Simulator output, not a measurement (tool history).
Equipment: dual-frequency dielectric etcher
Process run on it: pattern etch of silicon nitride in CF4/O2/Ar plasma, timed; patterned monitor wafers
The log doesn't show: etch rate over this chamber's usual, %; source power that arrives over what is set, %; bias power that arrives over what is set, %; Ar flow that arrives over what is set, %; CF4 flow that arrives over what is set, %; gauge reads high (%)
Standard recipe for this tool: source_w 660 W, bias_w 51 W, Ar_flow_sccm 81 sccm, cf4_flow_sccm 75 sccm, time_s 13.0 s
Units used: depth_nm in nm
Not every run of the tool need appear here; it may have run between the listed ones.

run	hour	source_w	bias_w	Ar_flow_sccm	cf4_flow_sccm	time_s	wafers since the last listed run	hours since the last wet clean	hours since the last source power generator calibration	hours since the last bias power generator calibration	hours since the last Ar flow controller change	hours since the last CF4 flow controller change	hours since the last upper electrode change	hours since the gauge calibration	read-back reference wafer on the same gauge, depth_nm	depth_nm
1	0.0	660	51	81	75	13.0	0	447.4	1809.1	3752.5	1070.9	3177.5	1663.2	227.8	27.80	31.87
# hour 33.1: wet clean of the chamber
2	33.6	660	51	81	75	13.0	213	0.5	1842.7	3786.1	1104.5	3211.1	1696.8	261.4	27.78	31.73
3	67.0	660	51	81	75	13.0	741	33.9	1876.1	3819.5	1137.9	3244.5	1730.2	294.8	27.80	31.80
4	129.3	660	51	81	75	13.0	1383	96.2	1938.4	3881.8	1200.2	3306.8	1792.5	357.1	27.81	31.84
5	177.2	660	51	81	75	13.0	1063	144.1	1986.3	3929.7	1248.1	3354.7	1840.4	405.0	27.80	31.84
6	203.5	660	51	81	75	13.0	584	170.4	2012.6	3956.0	1274.4	3381.0	1866.7	431.3	27.79	31.78
7	259.6	660	51	81	75	13.0	1245	226.5	2068.7	4012.1	1330.5	3437.1	1922.8	487.4	27.80	32.00
8	295.2	660	51	81	75	13.0	790	262.1	2104.3	4047.7	1366.1	3472.7	1958.4	523.0	27.79	32.01
9	364.3	660	51	81	75	13.0	1534	331.2	2173.4	4116.8	1435.2	3541.8	2027.5	592.1	27.80	32.14
10	418.6	660	51	81	75	13.0	1205	385.5	2227.7	4171.1	1489.5	3596.1	2081.8	646.4	27.81	31.90
# hour 470.2: upper electrode replaced, of another model than before
# hour 504.2: wet clean of the chamber
11	504.7	560	51	81	83	13.0	846	0.5	2313.8	4257.2	1575.6	3682.2	34.5	732.5	27.81	29.76
# hour 512.9: Ar flow controller replaced
12	529.5	660	51	81	66	9.5	417	25.3	2338.6	4282.0	16.6	3707.0	59.3	757.3	27.80	22.80
# hour 544.6: CF4 flow controller replaced
# hour 566.8: bias power generator calibrated
13	575.8	660	42	92	67	11.0	806	71.6	2384.9	9.0	62.9	31.2	105.6	803.6	27.80	24.94
14	634.3	660	39	93	75	15.0	1299	130.1	2443.4	67.5	121.4	89.7	164.1	862.1	27.81	33.80
# hour 652.0: gauge calibrated
15	705.1	660	51	81	75	13.0	1572	200.9	2514.2	138.3	192.2	160.5	234.9	53.1	27.79	31.60
16	729.8	660	45	81	75	13.0	548	225.6	2538.9	163.0	216.9	185.2	259.6	77.8	27.80	30.85

The next listed run, before its measurement:
17	779.9	660	51	81	90	12.0	1112	275.7	2589.0	213.1	267.0	235.3	309.7	127.9	?	?

{"run 17": {"read-back reference wafer on the same gauge, depth_nm": 27.79, "depth_nm": 29.97}}
Take away the tool's hidden state, keep the run-to-run variation as it was, and the same run would have given depth_nm 29.32 nm.
